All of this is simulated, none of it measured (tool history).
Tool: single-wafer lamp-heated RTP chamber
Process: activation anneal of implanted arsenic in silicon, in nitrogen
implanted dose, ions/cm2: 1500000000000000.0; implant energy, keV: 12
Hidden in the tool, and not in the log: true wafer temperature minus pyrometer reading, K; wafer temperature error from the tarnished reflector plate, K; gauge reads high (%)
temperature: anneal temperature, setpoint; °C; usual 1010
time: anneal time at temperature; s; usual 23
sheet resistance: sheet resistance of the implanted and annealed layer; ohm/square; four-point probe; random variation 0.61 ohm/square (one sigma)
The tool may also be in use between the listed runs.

run,hour,temperature,time,wafers since the last listed run,wafers since the last pyrometer calibration,wafers since the reflector plate was cleaned,hours since the gauge calibration,"read-back reference wafer on the same gauge, sheet resistance",sheet resistance
1,0.0,1010,23,0,5086,904,381.7,153.71,130.38
# hour 13.3: pyrometer window cleaned and pyrometer calibrated
2,65.4,1010,13,1019,926,1924,447.1,153.69,144.81
3,94.6,1010,13,518,1444,2442,476.3,153.16,144.93
# hour 156.4: reflector plate cleaned
4,156.9,1010,23,964,2409,9,538.6,152.81,129.09
5,181.1,1010,23,429,2839,439,562.8,152.67,129.26
6,244.2,1010,16,1120,3959,1560,625.9,152.29,138.26
7,296.4,1010,16,927,4887,2487,678.1,152.10,137.25
# hour 339.7: pyrometer window cleaned and pyrometer calibrated
# hour 385.2: reflector plate cleaned
8,395.4,1010,23,1474,846,181,777.1,151.46,128.68
9,422.1,1010,23,474,1320,655,803.8,151.13,126.93
10,446.3,1010,23,429,1750,1085,828.0,151.13,126.79
11,511.6,1010,23,1159,2910,2244,893.3,150.60,127.57
12,552.6,1010,10,728,3638,2973,934.3,150.43,147.90
13,586.6,1010,23,603,4242,3577,968.3,149.95,126.78
# hour 619.8: reflector plate cleaned
14,631.4,1010,23,653,4896,205,1013.1,149.78,126.96
# hour 643.8: pyrometer window cleaned and pyrometer calibrated
15,660.1,998,23,367,289,573,1041.8,149.43,135.02
# hour 771.4: gauge calibrated
16,774.0,1010,14,2023,2312,2596,2.6,157.50,147.10
17,828.5,987,15,968,3280,3564,57.1,157.20,164.45
# hour 853.6: reflector plate cleaned
18,854.1,1023,28,312,3593,8,82.7,156.74,118.06
19,913.0,1021,13,1046,4639,1054,141.6,156.52,139.35
# hour 939.4: pyrometer window cleaned and pyrometer calibrated
20,950.2,1031,23,518,192,1573,178.8,156.62,117.28
21,1009.6,1018,23,1055,1247,2628,238.2,155.90,124.71

How the hidden state differs across the entries between the runs, from the last listed run before each to the first after it:
Between runs 1 and 2: pyrometer window cleaned and pyrometer calibrated (hour 13.3)
  gauge reads high (%): -1.39 -> -1.66
  measured less the result without the state, sheet resistance: -1.85 -> -2.44 ohm/square
Between runs 3 and 4: reflector plate cleaned (hour 156.4)
  gauge reads high (%): -1.77 -> -2.02
  measured less the result without the state, sheet resistance: -2.61 -> -2.67 ohm/square
Between runs 7 and 8: pyrometer window cleaned and pyrometer calibrated (hour 339.7); reflector plate cleaned (hour 385.2)
  gauge reads high (%): -2.58 -> -2.98
  measured less the result without the state, sheet resistance: -3.63 -> -3.95 ohm/square
Between runs 13 and 14: reflector plate cleaned (hour 619.8)
  gauge reads high (%): -3.74 -> -3.92
  measured less the result without the state, sheet resistance: -4.93 -> -5.18 ohm/square
Between runs 14 and 15: pyrometer window cleaned and pyrometer calibrated (hour 643.8)
  gauge reads high (%): -3.92 -> -4.04
  measured less the result without the state, sheet resistance: -5.18 -> -5.67 ohm/square
Between runs 15 and 16: gauge calibrated (hour 771.4)
  gauge reads high (%): -4.04 -> 0.878
  measured less the result without the state, sheet resistance: -5.67 -> +1.28 ohm/square
Between runs 17 and 18: reflector plate cleaned (hour 853.6)
  gauge reads high (%): 0.66 -> 0.557
  measured less the result without the state, sheet resistance: +1.08 -> +0.65 ohm/square
Between runs 19 and 20: pyrometer window cleaned and pyrometer calibrated (hour 939.4)
  gauge reads high (%): 0.322 -> 0.173
  measured less the result without the state, sheet resistance: +0.45 -> +0.20 ohm/square

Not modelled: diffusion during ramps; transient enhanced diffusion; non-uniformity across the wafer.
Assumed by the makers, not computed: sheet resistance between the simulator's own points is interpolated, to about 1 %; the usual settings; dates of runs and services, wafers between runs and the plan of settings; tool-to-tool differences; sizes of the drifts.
